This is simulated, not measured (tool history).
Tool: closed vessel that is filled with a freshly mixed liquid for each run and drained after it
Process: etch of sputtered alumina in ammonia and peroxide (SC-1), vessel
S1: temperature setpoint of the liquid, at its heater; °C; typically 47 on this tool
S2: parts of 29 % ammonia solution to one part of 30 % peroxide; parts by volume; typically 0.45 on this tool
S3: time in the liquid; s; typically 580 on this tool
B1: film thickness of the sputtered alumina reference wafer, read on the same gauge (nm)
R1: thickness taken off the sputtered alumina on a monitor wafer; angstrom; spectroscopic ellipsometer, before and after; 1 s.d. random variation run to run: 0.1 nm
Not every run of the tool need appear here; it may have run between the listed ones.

run   hour    S1    S2   S3     B1     R1
  1      0    47  0.45  580  60.01  286.7
  2      8    47  0.45  580  59.97  285.8
  3   20.4    47  0.45  580  59.97  288.1
  4   28.9    47  0.45  580  59.98  285.9
  5   51.1    47  0.45  580     60  285.6
  6   63.1    47  0.45  580     60    286
  7   75.7    42  0.45  580  59.98  212.9
  8   83.1    47  0.35  580  59.98  278.8
  9  100.9    47   0.3  580     60  272.9
 10  114.8    47   0.3  580  60.02  271.3
     118.6  -- new drum of ammonia solution connected
 11  123.3    47   0.3  580  60.03  272.9
 12  134.6  56.5  0.35  365  59.99  295.1
 13  151.4    56   0.4  390  59.99  308.4
 14  167.4    47  0.45  580  60.02  281.8
     172.5  -- ammonia flow meter replaced
       183  -- thermometer replaced
 15  183.5    47   0.6  400  60.04  225.5
 16  191.9    47   0.6  580     60  326.5
 17  198.3    40  0.45  580     60  211.3
     209.2  -- gauge calibrated
 18  213.4    47  0.45  580  60.02    315
 19    231    47  0.45  580  60.02  314.4
 20    244  39.5  0.35  295  60.01  101.3
 21  259.1    47  0.45  240  60.02    131

Estimate the outcome of run 22 from the log above:
 22  266.7  41.5  0.45  580   ?   ?

B1: 59.98
R1: 229.6 angstrom
Were there no unlogged condition in the tool, this run, its random variation unchanged, would have produced R1 234.3 angstrom.
